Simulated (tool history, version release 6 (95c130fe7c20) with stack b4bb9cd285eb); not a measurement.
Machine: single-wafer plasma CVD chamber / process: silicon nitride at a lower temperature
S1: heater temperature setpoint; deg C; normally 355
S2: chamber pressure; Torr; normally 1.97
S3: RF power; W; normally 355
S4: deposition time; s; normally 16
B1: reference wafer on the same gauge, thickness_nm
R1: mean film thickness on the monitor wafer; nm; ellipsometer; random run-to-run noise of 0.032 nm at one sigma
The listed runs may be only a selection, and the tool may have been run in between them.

run 1 hour=0 | S1=355 S2=1.58 S3=315 S4=16 | B1=23.291 | R1=18.834
run 2 hour=14.3 | S1=355 S2=1.97 S3=355 S4=18.4 | B1=23.306 | R1=23.957
run 3 hour=32.6 | S1=361 S2=1.97 S3=355 S4=13.5 | B1=23.298 | R1=17.542
run 4 hour=45.2 | S1=355 S2=1.97 S3=355 S4=16 | B1=23.286 | R1=20.808
run 5 hour=61.3 | S1=355 S2=1.97 S3=355 S4=16 | B1=23.302 | R1=20.76
run 6 hour=80.3 | S1=355 S2=1.97 S3=355 S4=16 | B1=23.306 | R1=20.759
run 7 hour=104 | S1=355 S2=1.97 S3=355 S4=16 | B1=23.297 | R1=20.72
run 8 hour=126 | S1=355 S2=1.97 S3=355 S4=16 | B1=23.299 | R1=20.678
run 9 hour=157.8 | S1=355 S2=1.97 S3=355 S4=16 | B1=23.303 | R1=20.772
run 10 hour=176.4 | S1=355 S2=1.97 S3=355 S4=16 | B1=23.292 | R1=20.77
run 11 hour=194.9 | S1=355 S2=1.97 S3=355 S4=16 | B1=23.306 | R1=20.669
-- hour=212.1 gauge calibrated
-- hour=215.8 capacitance manometer re-zeroed and calibrated
run 12 hour=229.1 | S1=355 S2=1.97 S3=355 S4=16 | B1=23.307 | R1=20.695
run 13 hour=243.2 | S1=355 S2=1.97 S3=355 S4=16 | B1=23.31 | R1=20.772
run 14 hour=285 | S1=369 S2=1.97 S3=380 S4=16 | B1=23.308 | R1=21.339
run 15 hour=310.7 | S1=355 S2=2.18 S3=355 S4=16 | B1=23.303 | R1=21.035
-- hour=348.2 showerhead replaced
run 16 hour=348.7 | S1=351 S2=1.97 S3=355 S4=18.6 | B1=23.295 | R1=24.068
run 17 hour=374.9 | S1=344 S2=1.97 S3=355 S4=17 | B1=23.289 | R1=22.047
run 18 hour=409.5 | S1=355 S2=2.12 S3=355 S4=16 | B1=23.295 | R1=20.899
-- hour=421.9 thermocouple changed; heater temperature recalibrated
-- hour=435.1 RF generator calibrated
run 19 hour=439.9 | S1=355 S2=2.19 S3=355 S4=16 | B1=23.304 | R1=21.686
run 20 hour=458.2 | S1=355 S2=1.97 S3=355 S4=13.7 | B1=23.307 | R1=18.23
run 21 hour=486.2 | S1=355 S2=1.97 S3=355 S4=16 | B1=23.306 | R1=21.279
run 22 hour=514.3 | S1=369 S2=1.97 S3=380 S4=16 | B1=23.308 | R1=21.859
run 23 hour=531.5 | S1=355 S2=1.97 S3=355 S4=16 | B1=23.29 | R1=21.188
run 24 hour=564.2 | S1=369 S2=1.78 S3=385 S4=16 | B1=23.294 | R1=21.562

4 ways to go on from here, each from the tool as it stands after run 24. What would each give?
run A hour=564.6 | S1=355 S2=1.97 S3=380 S4=16 | B1=? | R1=?
run B hour=564.6 | S1=355 S2=1.97 S3=355 S4=14.2 | B1=? | R1=?
run C hour=564.6 | S1=355 S2=1.97 S3=325 S4=16 | B1=? | R1=?
run D hour=564.6 | S1=361 S2=2.44 S3=300 S4=18.8 | B1=? | R1=?

run=A B1=23.3 R1=21.907
run=B B1=23.3 R1=18.829
run=C B1=23.3 R1=20.356
run=D B1=23.3 R1=23.885
Take away the tool's hidden state, keep each run's random variation, and the runs would have read:
run=A R1=22.101
run=B R1=18.996
run=C R1=20.538
run=D R1=24.105
